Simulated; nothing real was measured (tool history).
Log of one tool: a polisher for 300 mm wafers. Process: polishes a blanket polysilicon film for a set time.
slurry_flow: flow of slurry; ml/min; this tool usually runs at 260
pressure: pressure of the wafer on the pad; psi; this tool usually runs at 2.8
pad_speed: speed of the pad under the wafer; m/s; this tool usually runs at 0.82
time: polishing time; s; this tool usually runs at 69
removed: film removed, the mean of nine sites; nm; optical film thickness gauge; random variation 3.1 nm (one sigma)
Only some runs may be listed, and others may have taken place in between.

run	hour	slurry_flow	pressure	pad_speed	time	incoming thickness of the incoming film, nm	removed
1	0.0	290	2.8	0.92	69	2146.6	486.0
# hour 35.6: head pressure recalibrated
2	102.5	260	2.8	1.02	69	2176.6	532.6
3	144.4	260	2.8	1.02	69	2146.5	535.8
4	213.5	260	2.8	0.82	69	2142.8	426.2
5	301.8	260	2.8	0.82	69	2121.2	420.1
6	374.1	260	2.8	0.82	69	2128.4	412.2
# hour 380.5: worn pad replaced by a new one
7	461.9	260	3.2	0.94	69	2156.9	574.2
8	534.7	260	3.2	0.94	69	2129.9	574.9
# hour 556.4: slurry nozzle cleaned
9	603.4	260	2.8	0.82	69	2109.4	438.5
10	696.1	260	2.8	0.82	69	2116.0	434.5
11	756.5	260	2.8	0.82	69	2149.3	426.2
12	901.1	260	2.8	0.82	69	2104.5	421.6
13	984.9	260	2.8	0.82	69	2166.6	417.2
# hour 1018.1: head pressure recalibrated
14	1061.5	260	2.8	0.82	69	2121.2	417.3
15	1169.3	260	2.8	0.82	69	2130.8	410.0
# hour 1189.7: worn pad replaced by a new one
16	1298.2	260	2.8	0.82	69	2102.7	433.6
# hour 1413.6: slurry nozzle cleaned
17	1454.7	260	3.5	0.82	69	2127.5	545.4
18	1520.4	195	2.8	1.06	92	2106.5	705.2
19	1620.0	260	2.8	0.82	56	2124.1	343.7
20	1708.4	260	3.3	0.96	89	2135.2	755.9
21	1799.1	320	3.2	0.92	81	2138.5	636.6
22	1869.3	260	2.8	0.82	56	2183.4	338.2
# hour 1953.1: worn pad replaced by a new one
23	1953.6	215	2.8	0.82	69	2145.9	427.5
24	2059.9	260	3.7	0.54	69	2156.3	379.1
# hour 2116.0: slurry nozzle cleaned
# hour 2142.2: head pressure recalibrated
25	2153.9	260	2.8	0.82	69	2135.1	440.7
26	2248.0	260	2.5	0.92	77	2185.6	486.2
27	2350.4	260	2.8	0.66	69	2132.0	351.3
28	2431.4	220	1.9	0.58	69	2148.5	200.2
29	2493.4	325	3.3	0.82	69	2119.9	509.7
30	2588.8	260	2.8	0.82	69	2118.4	410.3
31	2695.6	205	3.1	0.82	80	2144.0	516.6
# hour 2739.8: worn pad replaced by a new one
32	2767.2	190	2.8	0.82	88	2118.9	543.9
33	2807.2	290	2.8	0.82	59	2137.0	381.0
# hour 2931.6: slurry nozzle cleaned
34	3109.9	260	3.2	0.82	80	2149.5	569.9
35	3172.1	220	2.8	0.98	61	2128.7	449.0
36	3226.6	190	2.8	0.54	46	2102.9	182.3
37	3286.7	260	2.8	0.82	69	2126.9	425.2
# hour 3322.7: head pressure recalibrated
38	3380.2	315	2.3	0.82	69	2103.5	350.1

Here are 3 independent what-if runs from the current tool condition. What would each one return?
A	3380.6	260	2.8	0.82	69	2174.1	?
B	3380.6	260	2.8	0.68	51	2174.1	?
C	3380.6	210	2.8	0.74	60	2174.1	?

run	removed
A	416.9
B	255.6
C	318.3
Had the tool no hidden state, the same runs would have come out as:
run	removed
A	439.9
B	269.6
C	335.8

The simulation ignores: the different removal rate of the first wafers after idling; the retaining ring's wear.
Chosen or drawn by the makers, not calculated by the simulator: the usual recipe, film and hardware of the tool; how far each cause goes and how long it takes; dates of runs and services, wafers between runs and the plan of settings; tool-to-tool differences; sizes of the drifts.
